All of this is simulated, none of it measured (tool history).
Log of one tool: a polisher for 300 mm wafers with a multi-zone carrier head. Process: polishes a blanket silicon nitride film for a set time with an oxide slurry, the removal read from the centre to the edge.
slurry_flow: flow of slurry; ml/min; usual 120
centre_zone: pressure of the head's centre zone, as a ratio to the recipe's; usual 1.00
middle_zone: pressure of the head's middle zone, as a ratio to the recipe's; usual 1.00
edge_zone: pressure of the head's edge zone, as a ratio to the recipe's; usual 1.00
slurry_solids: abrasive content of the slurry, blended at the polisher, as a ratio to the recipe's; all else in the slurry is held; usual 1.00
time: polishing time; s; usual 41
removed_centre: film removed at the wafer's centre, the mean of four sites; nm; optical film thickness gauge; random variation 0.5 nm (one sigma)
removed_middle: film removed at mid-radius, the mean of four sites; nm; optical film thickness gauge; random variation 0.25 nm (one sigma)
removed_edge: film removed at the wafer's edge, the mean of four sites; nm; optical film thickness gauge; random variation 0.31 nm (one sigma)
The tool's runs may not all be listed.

run,hour,slurry_flow,centre_zone,middle_zone,edge_zone,slurry_solids,time,"incoming thickness of the incoming film, nm",removed_centre,removed_middle,removed_edge
1,0.0,120,1.00,1.00,0.92,1.00,41,502.2,33.9,35.3,32.8
2,66.6,120,1.00,1.00,0.92,1.00,41,503.5,33.2,34.8,32.6
3,131.5,120,1.00,0.96,1.00,1.10,41,494.5,36.7,37.2,37.1
4,197.8,120,1.00,0.96,1.00,1.10,41,501.8,35.0,36.4,36.6
5,233.7,120,1.00,0.96,1.00,1.10,41,498.4,35.1,36.8,35.6
6,273.4,120,0.92,1.00,1.00,1.00,41,498.1,33.2,35.8,34.9
7,341.5,120,0.92,1.00,1.00,1.00,41,495.4,32.6,35.2,33.7
8,377.1,120,1.00,1.00,1.00,1.00,41,498.0,35.9,36.6,35.7
9,444.7,120,1.00,0.90,0.91,1.00,41,504.7,37.1,33.1,33.5
10,501.7,120,0.95,1.00,1.00,1.00,41,496.0,34.4,35.4,34.3
11,561.9,100,1.08,0.91,1.00,1.00,28,499.0,24.9,21.2,22.2
12,604.3,150,0.94,0.93,1.00,1.00,37,504.8,32.5,32.4,32.9
13,648.3,120,1.00,0.90,1.03,1.00,41,497.1,37.0,32.8,35.4
14,677.3,120,1.00,1.00,1.00,1.00,41,494.3,36.4,36.1,34.7
15,721.5,120,1.00,1.00,0.92,1.00,41,498.9,35.7,36.0,32.7
16,755.3,120,1.05,1.00,1.00,1.00,41,494.5,37.0,35.4,34.3
17,790.5,120,1.00,0.94,1.00,0.75,41,493.1,30.7,29.1,29.8
18,856.3,120,1.00,1.00,1.00,1.00,41,499.5,34.4,34.7,33.3
19,910.9,120,1.00,1.00,1.00,1.00,41,502.9,35.9,36.9,34.9
20,940.8,120,1.00,1.00,1.00,1.00,32,492.8,27.2,28.6,27.2
21,965.7,120,1.00,1.00,0.95,1.00,45,497.2,38.1,39.9,37.1
22,1006.5,140,1.00,1.00,1.00,1.00,41,500.1,36.3,36.5,34.6

Not shown: 10 entries that the log had between the listed runs. Between which runs, and how does the tool's hidden state differ before and after?
Between runs 2 and 3: worn pad replaced by a new one (hour 131.0)
  removal rate lost through wear of the pad, %: 5.81 -> 0.0352; deviation of the centre zone's pressure from its setpoint, %: -6.07 -> -7.02
  measured less the result without the state, removed_centre: -4.4 -> -2.8 nm; removed_middle: -2.1 -> +0.0 nm; removed_edge: -2.0 -> -0.1 nm
Between runs 3 and 4: edge zone pressure recalibrated (hour 166.4)
  removal rate lost through wear of the pad, %: 0.0352 -> 1.5; deviation of the centre zone's pressure from its setpoint, %: -7.02 -> -8.06
  measured less the result without the state, removed_centre: -2.8 -> -3.7 nm; removed_middle: +0.0 -> -0.5 nm; removed_edge: -0.1 -> -0.5 nm
Between runs 5 and 6: slurry nozzle cleaned (hour 244.3); centre zone pressure recalibrated (hour 248.2)
  removal rate lost through wear of the pad, %: 2.29 -> 3.16; deviation of the centre zone's pressure from its setpoint, %: -8.65 -> -0.718
  measured less the result without the state, removed_centre: -4.2 -> -1.4 nm; removed_middle: -0.8 -> -1.2 nm; removed_edge: -0.9 -> -1.1 nm
Between runs 7 and 8: worn pad replaced by a new one (hour 360.3)
  removal rate lost through wear of the pad, %: 4.67 -> 1.05; deviation of the centre zone's pressure from its setpoint, %: -0.781 -> -0.843
  measured less the result without the state, removed_centre: -1.8 -> -0.7 nm; removed_middle: -1.7 -> -0.4 nm; removed_edge: -1.7 -> -0.4 nm
Between runs 11 and 12: worn pad replaced by a new one (hour 594.2); carrier head's membrane replaced by a new one (hour 597.6)
  removal rate lost through wear of the pad, %: 5.13 -> 0.878; deviation of the centre zone's pressure from its setpoint, %: -1.48 -> -1.71
  measured less the result without the state, removed_centre: -1.7 -> -0.9 nm; removed_middle: -1.2 -> -0.3 nm; removed_edge: -1.2 -> -0.3 nm
Between runs 14 and 15: edge zone pressure recalibrated (hour 698.0)
  removal rate lost through wear of the pad, %: 2.49 -> 3.46; deviation of the centre zone's pressure from its setpoint, %: -2.16 -> -2.47
  measured less the result without the state, removed_centre: -1.7 -> -2.3 nm; removed_middle: -0.9 -> -1.3 nm; removed_edge: -0.9 -> -1.2 nm
Between runs 16 and 17: slurry nozzle cleaned (hour 765.1)
  removal rate lost through wear of the pad, %: 4.21 -> 4.99; deviation of the centre zone's pressure from its setpoint, %: -2.73 -> -3.02
  measured less the result without the state, removed_centre: -2.8 -> -2.6 nm; removed_middle: -1.6 -> -1.5 nm; removed_edge: -1.5 -> -1.5 nm
Between runs 18 and 19: worn pad replaced by a new one (hour 875.3)
  removal rate lost through wear of the pad, %: 6.44 -> 0.944; deviation of the centre zone's pressure from its setpoint, %: -3.61 -> -4.16
  measured less the result without the state, removed_centre: -3.8 -> -1.9 nm; removed_middle: -2.3 -> -0.4 nm; removed_edge: -2.3 -> -0.3 nm

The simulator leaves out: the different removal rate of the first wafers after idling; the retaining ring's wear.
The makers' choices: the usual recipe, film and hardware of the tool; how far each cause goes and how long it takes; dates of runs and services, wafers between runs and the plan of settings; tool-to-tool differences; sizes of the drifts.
